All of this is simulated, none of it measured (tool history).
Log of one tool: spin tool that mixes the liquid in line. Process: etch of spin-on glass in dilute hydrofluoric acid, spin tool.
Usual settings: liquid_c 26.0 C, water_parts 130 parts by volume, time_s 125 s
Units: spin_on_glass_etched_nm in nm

run    hour  liquid_c  water_parts  time_s  read-back film thickness of the spin-on glass reference wafer, read on the same gauge (nm)  spin_on_glass_etched_nm
  1     0.0      26.0          130      90                                                                                      119.97                    19.55
  2    73.0      26.0          130      90                                                                                      120.04                    19.44
  3   155.9      26.0          130      90                                                                                      120.02                    19.52
  4   208.8      26.0          130      80                                                                                      120.04                    17.46
  5   252.3      26.0          130     125                                                                                      119.98                    27.00
  6   308.7      26.0          130     125                                                                                      119.98                    27.34
      400.0  -- hydrofluoric acid flow meter replaced
  7   406.4      26.0          130     125                                                                                      119.95                    27.01
  8   449.3      26.0          170     125                                                                                      119.96                    19.56
  9   538.7      26.0          170     125                                                                                      119.96                    19.58
 10   625.5      23.5          150      60                                                                                      119.96                     9.99
 11   687.8      29.0          100      80                                                                                      119.98                    26.29
 12   785.7      29.5          130      60                                                                                      119.95                    14.85
      792.2  -- thermometer replaced
 13   842.5      29.0          170     125                                                                                      120.01                    21.87
 14   904.1      26.0          130     100                                                                                      119.99                    21.22
      943.9  -- gauge calibrated
 15   958.2      26.0          130     125                                                                                      119.97                    26.92
 16  1056.7      26.0          130      90                                                                                      119.99                    19.50
 17  1121.3      30.0           75     125                                                                                      120.02                    59.12
 18  1214.2      29.5          130     100                                                                                      119.99                    24.36
 19  1280.3      26.0          130     125                                                                                      119.96                    26.90

Forecast each of these 3 alternatives for the next run:
  A  1280.8      21.0          130     125                                                                                           ?                        ?
  B  1280.8      26.0          155     195                                                                                           ?                        ?
  C  1280.8      26.0          170     170                                                                                           ?                        ?

run  read-back film thickness of the spin-on glass reference wafer, read on the same gauge (nm)  spin_on_glass_etched_nm
  A                                                                                      119.98                    22.36
  B                                                                                      119.98                    34.49
  C                                                                                      119.98                    26.94
Without the tool's hidden state the same runs would have given:
run  spin_on_glass_etched_nm
  A                    22.36
  B                    34.49
  C                    26.94

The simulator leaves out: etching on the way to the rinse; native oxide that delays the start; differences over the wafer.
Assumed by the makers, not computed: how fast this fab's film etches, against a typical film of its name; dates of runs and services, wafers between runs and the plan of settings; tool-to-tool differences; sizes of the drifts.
